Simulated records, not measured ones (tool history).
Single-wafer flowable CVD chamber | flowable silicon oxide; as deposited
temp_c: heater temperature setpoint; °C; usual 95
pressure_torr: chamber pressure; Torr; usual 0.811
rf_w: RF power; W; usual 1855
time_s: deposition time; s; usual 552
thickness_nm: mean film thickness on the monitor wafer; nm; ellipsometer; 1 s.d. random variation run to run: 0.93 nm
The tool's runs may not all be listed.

run	hour	temp_c	pressure_torr	rf_w	time_s	read-back reference wafer on the same gauge, thickness_nm	thickness_nm
1	0	95	0.811	1855	552	345.035	415.959
2	17.7	95	0.811	1855	552	345.037	417.057
3	26.4	95	0.811	1855	552	344.937	414.627
4	40.5	95	0.811	1855	552	344.944	417.187
5	50.5	95	0.811	1855	552	344.888	416.056
6	62.3	95	0.811	1855	552	344.83	415.97
7	75.5	95	0.811	1855	552	345.114	417.083
8	83.6	103	0.811	1855	552	345.012	307.789
9	91.1	103	0.811	1855	552	344.925	306.909
10	107.3	95	0.811	1855	552	344.973	416.951
11	115.4	95	0.811	1855	552	344.953	415.738
12	122.7	95	0.811	1855	552	345.076	416.029
# hour 132.8: RF generator calibrated
# hour 144.8: showerhead replaced
13	145.3	100	0.811	2205	552	345.09	356.906
# hour 165.9: thermocouple changed; heater temperature recalibrated
14	188.2	110	0.673	1520	483	345.097	164.644
# hour 190.1: gauge calibrated
15	204.2	108	0.662	1620	552	344.983	201.885
16	239.9	103	0.811	1855	552	345.065	307.702
17	249.5	95	0.811	1855	659	345.038	496.449
18	266.2	95	0.811	2210	552	345.063	429.759
19	277.7	95	0.811	1855	552	344.99	415.795
# hour 289.8: capacitance manometer re-zeroed and calibrated
20	290.3	95	0.811	1855	552	345.109	414.879
21	335	89	0.708	1855	490	344.985	402.276
22	350.5	95	0.811	1545	501	344.879	361.839
# hour 376.1: gauge calibrated
23	384	107	0.811	1855	651	344.929	310.775
24	401.2	95	0.811	1630	621	344.903	456.714

Exercise: give the hidden state of the tool at every run:
wafer temperature above the value expected at the setpoint (K): 0 across all the runs
delivered RF power above the setpoint (%): 0 across all the runs
true pressure above the setpoint (%): 0 across all the runs
gauge reads high (%): 0 across all the runs

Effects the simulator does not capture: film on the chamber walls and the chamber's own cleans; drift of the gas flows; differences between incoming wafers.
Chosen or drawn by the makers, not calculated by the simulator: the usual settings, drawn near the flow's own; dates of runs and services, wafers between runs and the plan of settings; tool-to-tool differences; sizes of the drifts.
